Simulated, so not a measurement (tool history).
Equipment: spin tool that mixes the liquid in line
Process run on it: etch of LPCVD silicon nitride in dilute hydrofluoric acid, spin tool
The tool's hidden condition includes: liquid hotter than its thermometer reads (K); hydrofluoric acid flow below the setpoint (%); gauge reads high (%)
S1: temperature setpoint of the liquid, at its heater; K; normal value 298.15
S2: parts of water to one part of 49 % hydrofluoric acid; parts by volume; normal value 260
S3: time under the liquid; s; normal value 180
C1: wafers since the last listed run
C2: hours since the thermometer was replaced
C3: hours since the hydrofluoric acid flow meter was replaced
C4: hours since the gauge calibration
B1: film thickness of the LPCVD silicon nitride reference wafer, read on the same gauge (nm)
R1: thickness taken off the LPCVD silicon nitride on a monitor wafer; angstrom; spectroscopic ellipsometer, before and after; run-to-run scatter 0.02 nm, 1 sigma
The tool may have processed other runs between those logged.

run 1 day=0.000 | S1=298.15 S2=260 S3=180 | C1=0 C2=961.3 C3=1664.2 C4=470.1 | B1=120.007 | R1=3.83
run 2 day=2.062 | S1=298.15 S2=260 S3=180 | C1=338 C2=1010.8 C3=1713.7 C4=519.6 | B1=119.993 | R1=4.42
run 3 day=7.083 | S1=298.15 S2=260 S3=180 | C1=822 C2=1131.3 C3=1834.2 C4=640.1 | B1=119.981 | R1=4.11
run 4 day=9.833 | S1=298.15 S2=260 S3=180 | C1=450 C2=1197.3 C3=1900.2 C4=706.1 | B1=119.996 | R1=3.80
run 5 day=12.488 | S1=298.15 S2=260 S3=140 | C1=435 C2=1261.0 C3=1963.9 C4=769.8 | B1=120.001 | R1=3.35
run 6 day=16.896 | S1=298.15 S2=260 S3=140 | C1=722 C2=1366.8 C3=2069.7 C4=875.6 | B1=120.021 | R1=3.20
-- day=18.088 gauge calibrated
run 7 day=20.888 | S1=298.15 S2=260 S3=140 | C1=654 C2=1462.6 C3=2165.5 C4=67.2 | B1=119.998 | R1=3.07
-- day=23.133 hydrofluoric acid flow meter replaced
run 8 day=24.812 | S1=294.15 S2=210 S3=230 | C1=636 C2=1556.8 C3=40.3 C4=161.4 | B1=120.014 | R1=4.71
run 9 day=27.812 | S1=293.15 S2=260 S3=180 | C1=491 C2=1628.8 C3=112.3 C4=233.4 | B1=120.051 | R1=2.94
run 10 day=31.500 | S1=294.15 S2=165 S3=95 | C1=604 C2=1717.3 C3=200.8 C4=321.9 | B1=119.975 | R1=2.52
-- day=31.904 thermometer replaced
run 11 day=35.212 | S1=301.65 S2=260 S3=220 | C1=601 C2=79.4 C3=289.9 C4=411.0 | B1=119.989 | R1=6.23
run 12 day=39.558 | S1=295.15 S2=260 S3=180 | C1=712 C2=183.7 C3=394.2 C4=515.3 | B1=120.051 | R1=3.53
run 13 day=42.146 | S1=302.65 S2=380 S3=80 | C1=424 C2=245.8 C3=456.3 C4=577.4 | B1=120.011 | R1=1.81
run 14 day=43.996 | S1=294.15 S2=165 S3=95 | C1=303 C2=290.2 C3=500.7 C4=621.8 | B1=120.032 | R1=2.66
run 15 day=45.925 | S1=302.65 S2=380 S3=80 | C1=316 C2=336.5 C3=547.0 C4=668.1 | B1=119.996 | R1=1.62

Branching from run 15: 5 alternative next runs. What would each branch give?
run A day=45.946 | S1=298.15 S2=200 S3=180 | C1=3 C2=337.0 C3=547.5 C4=668.6 | B1=? | R1=?
run B day=45.946 | S1=301.65 S2=260 S3=180 | C1=3 C2=337.0 C3=547.5 C4=668.6 | B1=? | R1=?
run C day=45.946 | S1=298.15 S2=260 S3=220 | C1=3 C2=337.0 C3=547.5 C4=668.6 | B1=? | R1=?
run D day=45.946 | S1=298.15 S2=335 S3=85 | C1=3 C2=337.0 C3=547.5 C4=668.6 | B1=? | R1=?
run E day=45.946 | S1=298.15 S2=360 S3=180 | C1=3 C2=337.0 C3=547.5 C4=668.6 | B1=? | R1=?

run=A B1=119.988 R1=5.68
run=B B1=119.988 R1=5.41
run=C B1=119.988 R1=5.35
run=D B1=119.988 R1=1.61
run=E B1=119.988 R1=3.17
Stripped of hidden state, with their random variation kept, the same runs would have yielded:
run=A R1=5.68
run=B R1=5.41
run=C R1=5.35
run=D R1=1.61
run=E R1=3.17
